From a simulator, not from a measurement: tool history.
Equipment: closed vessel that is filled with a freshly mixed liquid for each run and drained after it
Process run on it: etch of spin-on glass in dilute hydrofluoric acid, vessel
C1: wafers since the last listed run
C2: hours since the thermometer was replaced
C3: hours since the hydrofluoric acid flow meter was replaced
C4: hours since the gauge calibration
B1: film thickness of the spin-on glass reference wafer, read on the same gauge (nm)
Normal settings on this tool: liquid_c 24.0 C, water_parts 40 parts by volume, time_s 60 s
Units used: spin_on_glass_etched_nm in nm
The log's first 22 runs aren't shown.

{"run": 23, "hour": 268.8, "liquid_c": 24.0, "water_parts": 40, "time_s": 60, "C1": 2153, "C2": 1493.8, "C3": 126.5, "C4": 39.7, "B1": 40.0, "spin_on_glass_etched_nm": 54.04}
{"run": 24, "hour": 285.3, "liquid_c": 24.0, "water_parts": 40, "time_s": 60, "C1": 2220, "C2": 1510.3, "C3": 143.0, "C4": 56.2, "B1": 40.02, "spin_on_glass_etched_nm": 53.22}
{"run": 25, "hour": 297.5, "liquid_c": 21.0, "water_parts": 25, "time_s": 45, "C1": 1641, "C2": 1522.5, "C3": 155.2, "C4": 68.4, "B1": 40.0, "spin_on_glass_etched_nm": 57.66}
{"run": 26, "hour": 307.9, "liquid_c": 21.0, "water_parts": 25, "time_s": 45, "C1": 1399, "C2": 1532.9, "C3": 165.6, "C4": 78.8, "B1": 40.02, "spin_on_glass_etched_nm": 57.75}
{"hour": 331.3, "done": "thermometer replaced"}
{"run": 27, "hour": 346.5, "liquid_c": 24.0, "water_parts": 55, "time_s": 75, "C1": 5059, "C2": 15.2, "C3": 204.2, "C4": 117.4, "B1": 40.03, "spin_on_glass_etched_nm": 48.23}
{"run": 28, "hour": 358.6, "liquid_c": 24.0, "water_parts": 25, "time_s": 85, "C1": 1628, "C2": 27.3, "C3": 216.3, "C4": 129.5, "B1": 40.02, "spin_on_glass_etched_nm": 123.91}
{"run": 29, "hour": 373.0, "liquid_c": 22.5, "water_parts": 40, "time_s": 60, "C1": 1937, "C2": 41.7, "C3": 230.7, "C4": 143.9, "B1": 40.0, "spin_on_glass_etched_nm": 51.66}
{"run": 30, "hour": 389.5, "liquid_c": 24.0, "water_parts": 25, "time_s": 40, "C1": 2220, "C2": 58.2, "C3": 247.2, "C4": 160.4, "B1": 40.01, "spin_on_glass_etched_nm": 59.44}
{"run": 31, "hour": 395.6, "liquid_c": 26.0, "water_parts": 60, "time_s": 30, "C1": 820, "C2": 64.3, "C3": 253.3, "C4": 166.5, "B1": 40.01, "spin_on_glass_etched_nm": 18.92}
{"run": 32, "hour": 410.0, "liquid_c": 24.0, "water_parts": 40, "time_s": 85, "C1": 1937, "C2": 78.7, "C3": 267.7, "C4": 180.9, "B1": 40.02, "spin_on_glass_etched_nm": 75.67}
{"run": 33, "hour": 424.4, "liquid_c": 25.5, "water_parts": 40, "time_s": 60, "C1": 1937, "C2": 93.1, "C3": 282.1, "C4": 195.3, "B1": 39.99, "spin_on_glass_etched_nm": 57.94}

Predict each of these 4 candidate next runs independently; none follows another, all start after run 33:
{"run": "A", "hour": 425.1, "liquid_c": 24.0, "water_parts": 40, "time_s": 30, "C1": 94, "C2": 93.8, "C3": 282.8, "C4": 196.0, "B1": "?", "spin_on_glass_etched_nm": "?"}
{"run": "B", "hour": 425.1, "liquid_c": 24.0, "water_parts": 30, "time_s": 40, "C1": 94, "C2": 93.8, "C3": 282.8, "C4": 196.0, "B1": "?", "spin_on_glass_etched_nm": "?"}
{"run": "C", "hour": 425.1, "liquid_c": 20.0, "water_parts": 50, "time_s": 90, "C1": 94, "C2": 93.8, "C3": 282.8, "C4": 196.0, "B1": "?", "spin_on_glass_etched_nm": "?"}
{"run": "D", "hour": 425.1, "liquid_c": 19.5, "water_parts": 25, "time_s": 60, "C1": 94, "C2": 93.8, "C3": 282.8, "C4": 196.0, "B1": "?", "spin_on_glass_etched_nm": "?"}

run=A B1=39.99 spin_on_glass_etched_nm=27.17
run=B B1=39.99 spin_on_glass_etched_nm=48.93
run=C B1=39.99 spin_on_glass_etched_nm=54.45
run=D B1=39.99 spin_on_glass_etched_nm=73.14
With no hidden state in the tool, these same runs would have given:
run=A spin_on_glass_etched_nm=26.19
run=B spin_on_glass_etched_nm=47.19
run=C spin_on_glass_etched_nm=52.47
run=D spin_on_glass_etched_nm=70.55
